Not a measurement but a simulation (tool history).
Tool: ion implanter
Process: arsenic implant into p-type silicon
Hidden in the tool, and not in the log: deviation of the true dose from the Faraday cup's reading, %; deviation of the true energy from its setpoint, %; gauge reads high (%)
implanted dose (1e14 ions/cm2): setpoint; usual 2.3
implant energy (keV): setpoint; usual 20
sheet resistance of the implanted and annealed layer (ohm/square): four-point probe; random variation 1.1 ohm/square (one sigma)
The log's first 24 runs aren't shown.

| run | hour | implanted dose (1e14 ions/cm2) | implant energy (keV) | wafers since the last listed run | hours since the last dose calibration | hours since the extraction supply was calibrated | hours since the gauge calibration | read-back reference wafer on the same gauge, sheet resistance | sheet resistance of the implanted and annealed layer (ohm/square) |
|---|---|---|---|---|---|---|---|---|---|
| 25 | 1382.3 | 2.77 | 17.5 | 1048 | 290.7 | 601.1 | 433.8 | 340.18 | 297.89 |
| 26 | 1422.1 | 2.63 | 24 | 649 | 330.5 | 640.9 | 473.6 | 339.84 | 300.59 |
| 27 | 1468.9 | 1.66 | 13 | 764 | 377.3 | 687.7 | 520.4 | 340.17 | 457.24 |
| 28 | 1540.4 | 2.92 | 20 | 1167 | 448.8 | 759.2 | 591.9 | 340.1 | 282.08 |
| 29 | 1582.2 | 2.3 | 15.5 | 682 | 490.6 | 801 | 633.7 | 340.22 | 348.12 |
| 30 | 1621.9 | 2.68 | 25 | 648 | 530.3 | 840.7 | 673.4 | 339.87 | 294.53 |
| 31 | 1648.8 | 2.72 | 20 | 439 | 557.2 | 867.6 | 700.3 | 339.87 | 300.31 |
| 32 | 1704.3 | 2.87 | 18 | 906 | 612.7 | 923.1 | 755.8 | 340.01 | 289.63 |
| 33 | 1756.6 | 2.3 | 26.5 | 854 | 665 | 975.4 | 808.1 | 340.19 | 327.3 |
| 34 | 1827.8 | 2.3 | 20 | 1162 | 736.2 | 1046.6 | 879.3 | 340.14 | 339.83 |
| 35 | 1870 | 2.83 | 18 | 689 | 778.4 | 1088.8 | 921.5 | 339.91 | 293.37 |
| 36 | 1921.7 | 2.3 | 17 | 844 | 830.1 | 1140.5 | 973.2 | 339.86 | 348.77 |

Forecast each of these 5 alternatives for the next run:
| A | 1922.1 | 2.3 | 20 | 6 | 830.5 | 1140.9 | 973.6 | ? | ? |
| B | 1922.1 | 2.89 | 14 | 6 | 830.5 | 1140.9 | 973.6 | ? | ? |
| C | 1922.1 | 2.72 | 16 | 6 | 830.5 | 1140.9 | 973.6 | ? | ? |
| D | 1922.1 | 2.55 | 15.5 | 6 | 830.5 | 1140.9 | 973.6 | ? | ? |
| E | 1922.1 | 1.82 | 14 | 6 | 830.5 | 1140.9 | 973.6 | ? | ? |

| run | read-back reference wafer on the same gauge, sheet resistance | sheet resistance of the implanted and annealed layer (ohm/square) |
|---|---|---|
| A | 340.16 | 339.75 |
| B | 340.16 | 296.36 |
| C | 340.16 | 306.53 |
| D | 340.16 | 323.23 |
| E | 340.16 | 423.7 |
Without the tool's hidden state the same runs would have given:
| run | sheet resistance of the implanted and annealed layer (ohm/square) |
|---|---|
| A | 334.93 |
| B | 292.07 |
| C | 302.12 |
| D | 318.58 |
| E | 417.63 |
